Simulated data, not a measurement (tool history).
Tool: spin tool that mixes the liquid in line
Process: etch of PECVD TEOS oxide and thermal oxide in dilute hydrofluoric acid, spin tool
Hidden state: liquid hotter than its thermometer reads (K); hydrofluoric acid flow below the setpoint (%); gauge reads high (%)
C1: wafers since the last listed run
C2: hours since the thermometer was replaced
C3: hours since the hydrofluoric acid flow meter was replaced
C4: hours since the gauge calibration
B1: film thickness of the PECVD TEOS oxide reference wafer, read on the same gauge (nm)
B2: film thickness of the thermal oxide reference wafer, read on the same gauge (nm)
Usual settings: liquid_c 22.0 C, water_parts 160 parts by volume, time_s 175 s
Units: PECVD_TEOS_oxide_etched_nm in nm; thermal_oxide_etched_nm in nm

{"run": 1, "hour": 0.0, "liquid_c": 25.5, "water_parts": 160, "time_s": 100, "C1": 0, "C2": 2577.0, "C3": 522.1, "C4": 143.5, "B1": 29.89, "B2": 149.445, "PECVD_TEOS_oxide_etched_nm": 9.83, "thermal_oxide_etched_nm": 2.803}
{"run": 2, "hour": 16.8, "liquid_c": 25.5, "water_parts": 160, "time_s": 100, "C1": 101, "C2": 2593.8, "C3": 538.9, "C4": 160.3, "B1": 29.87, "B2": 149.369, "PECVD_TEOS_oxide_etched_nm": 9.85, "thermal_oxide_etched_nm": 2.831}
{"run": 3, "hour": 38.4, "liquid_c": 22.0, "water_parts": 160, "time_s": 175, "C1": 130, "C2": 2615.4, "C3": 560.5, "C4": 181.9, "B1": 29.84, "B2": 149.288, "PECVD_TEOS_oxide_etched_nm": 15.08, "thermal_oxide_etched_nm": 4.356}
{"run": 4, "hour": 65.9, "liquid_c": 22.0, "water_parts": 160, "time_s": 175, "C1": 166, "C2": 2642.9, "C3": 588.0, "C4": 209.4, "B1": 29.82, "B2": 149.122, "PECVD_TEOS_oxide_etched_nm": 15.05, "thermal_oxide_etched_nm": 4.34}
{"run": 5, "hour": 95.1, "liquid_c": 22.0, "water_parts": 160, "time_s": 175, "C1": 177, "C2": 2672.1, "C3": 617.2, "C4": 238.6, "B1": 29.77, "B2": 148.842, "PECVD_TEOS_oxide_etched_nm": 15.06, "thermal_oxide_etched_nm": 4.327}
{"run": 6, "hour": 116.9, "liquid_c": 22.0, "water_parts": 160, "time_s": 175, "C1": 132, "C2": 2693.9, "C3": 639.0, "C4": 260.4, "B1": 29.72, "B2": 148.683, "PECVD_TEOS_oxide_etched_nm": 14.99, "thermal_oxide_etched_nm": 4.347}
{"run": 7, "hour": 138.4, "liquid_c": 22.0, "water_parts": 160, "time_s": 175, "C1": 130, "C2": 2715.4, "C3": 660.5, "C4": 281.9, "B1": 29.69, "B2": 148.489, "PECVD_TEOS_oxide_etched_nm": 15.03, "thermal_oxide_etched_nm": 4.303}
{"run": 8, "hour": 158.0, "liquid_c": 22.0, "water_parts": 160, "time_s": 175, "C1": 118, "C2": 2735.0, "C3": 680.1, "C4": 301.5, "B1": 29.67, "B2": 148.286, "PECVD_TEOS_oxide_etched_nm": 15.0, "thermal_oxide_etched_nm": 4.3}
{"hour": 187.6, "done": "gauge calibrated"}
{"run": 9, "hour": 202.1, "liquid_c": 22.0, "water_parts": 160, "time_s": 175, "C1": 267, "C2": 2779.1, "C3": 724.2, "C4": 14.5, "B1": 30.05, "B2": 150.245, "PECVD_TEOS_oxide_etched_nm": 15.28, "thermal_oxide_etched_nm": 4.381}
{"run": 10, "hour": 217.5, "liquid_c": 22.0, "water_parts": 160, "time_s": 175, "C1": 93, "C2": 2794.5, "C3": 739.6, "C4": 29.9, "B1": 30.04, "B2": 150.217, "PECVD_TEOS_oxide_etched_nm": 15.09, "thermal_oxide_etched_nm": 4.342}
{"run": 11, "hour": 229.6, "liquid_c": 22.0, "water_parts": 160, "time_s": 175, "C1": 73, "C2": 2806.6, "C3": 751.7, "C4": 42.0, "B1": 30.05, "B2": 150.147, "PECVD_TEOS_oxide_etched_nm": 15.11, "thermal_oxide_etched_nm": 4.38}
{"run": 12, "hour": 251.0, "liquid_c": 22.0, "water_parts": 160, "time_s": 175, "C1": 129, "C2": 2828.0, "C3": 773.1, "C4": 63.4, "B1": 30.03, "B2": 150.135, "PECVD_TEOS_oxide_etched_nm": 15.07, "thermal_oxide_etched_nm": 4.365}
{"run": 13, "hour": 268.3, "liquid_c": 22.0, "water_parts": 180, "time_s": 175, "C1": 104, "C2": 2845.3, "C3": 790.4, "C4": 80.7, "B1": 30.02, "B2": 150.102, "PECVD_TEOS_oxide_etched_nm": 13.16, "thermal_oxide_etched_nm": 3.808}
{"run": 14, "hour": 303.3, "liquid_c": 26.0, "water_parts": 140, "time_s": 205, "C1": 212, "C2": 2880.3, "C3": 825.4, "C4": 115.7, "B1": 29.99, "B2": 149.98, "PECVD_TEOS_oxide_etched_nm": 24.24, "thermal_oxide_etched_nm": 6.966}
{"hour": 323.2, "done": "thermometer replaced"}
{"run": 15, "hour": 338.6, "liquid_c": 26.0, "water_parts": 95, "time_s": 270, "C1": 207, "C2": 15.4, "C3": 860.7, "C4": 151.0, "B1": 29.97, "B2": 149.832, "PECVD_TEOS_oxide_etched_nm": 49.81, "thermal_oxide_etched_nm": 14.278}
{"run": 16, "hour": 373.2, "liquid_c": 22.0, "water_parts": 160, "time_s": 175, "C1": 209, "C2": 50.0, "C3": 895.3, "C4": 185.6, "B1": 29.94, "B2": 149.678, "PECVD_TEOS_oxide_etched_nm": 15.0, "thermal_oxide_etched_nm": 4.339}
{"hour": 387.8, "done": "hydrofluoric acid flow meter replaced"}
{"run": 17, "hour": 408.3, "liquid_c": 22.0, "water_parts": 160, "time_s": 90, "C1": 206, "C2": 85.1, "C3": 20.5, "C4": 220.7, "B1": 29.89, "B2": 149.389, "PECVD_TEOS_oxide_etched_nm": 7.71, "thermal_oxide_etched_nm": 2.229}
{"run": 18, "hour": 493.1, "liquid_c": 24.0, "water_parts": 160, "time_s": 215, "C1": 514, "C2": 169.9, "C3": 105.3, "C4": 305.5, "B1": 29.74, "B2": 148.666, "PECVD_TEOS_oxide_etched_nm": 19.88, "thermal_oxide_etched_nm": 5.784}
{"run": 19, "hour": 526.9, "liquid_c": 20.0, "water_parts": 225, "time_s": 205, "C1": 204, "C2": 203.7, "C3": 139.1, "C4": 339.3, "B1": 29.64, "B2": 148.313, "PECVD_TEOS_oxide_etched_nm": 10.8, "thermal_oxide_etched_nm": 3.138}
{"run": 20, "hour": 539.3, "liquid_c": 27.0, "water_parts": 160, "time_s": 175, "C1": 75, "C2": 216.1, "C3": 151.5, "C4": 351.7, "B1": 29.63, "B2": 148.136, "PECVD_TEOS_oxide_etched_nm": 18.08, "thermal_oxide_etched_nm": 5.202}

Forecast each of these 3 alternatives for the next run:
{"run": "A", "hour": 539.8, "liquid_c": 18.5, "water_parts": 160, "time_s": 175, "C1": 3, "C2": 216.6, "C3": 152.0, "C4": 352.2, "B1": "?", "B2": "?", "PECVD_TEOS_oxide_etched_nm": "?", "thermal_oxide_etched_nm": "?"}
{"run": "B", "hour": 539.8, "liquid_c": 22.0, "water_parts": 115, "time_s": 130, "C1": 3, "C2": 216.6, "C3": 152.0, "C4": 352.2, "B1": "?", "B2": "?", "PECVD_TEOS_oxide_etched_nm": "?", "thermal_oxide_etched_nm": "?"}
{"run": "C", "hour": 539.8, "liquid_c": 18.5, "water_parts": 135, "time_s": 175, "C1": 3, "C2": 216.6, "C3": 152.0, "C4": 352.2, "B1": "?", "B2": "?", "PECVD_TEOS_oxide_etched_nm": "?", "thermal_oxide_etched_nm": "?"}

run=A B1=29.64 B2=148.139 PECVD_TEOS_oxide_etched_nm=13.08 thermal_oxide_etched_nm=3.743
run=B B1=29.64 B2=148.139 PECVD_TEOS_oxide_etched_nm=16.32 thermal_oxide_etched_nm=4.668
run=C B1=29.64 B2=148.139 PECVD_TEOS_oxide_etched_nm=15.90 thermal_oxide_etched_nm=4.549
Without the tool's hidden state the same runs would have given:
run=A PECVD_TEOS_oxide_etched_nm=13.25 thermal_oxide_etched_nm=3.789
run=B PECVD_TEOS_oxide_etched_nm=16.52 thermal_oxide_etched_nm=4.727
run=C PECVD_TEOS_oxide_etched_nm=16.10 thermal_oxide_etched_nm=4.606
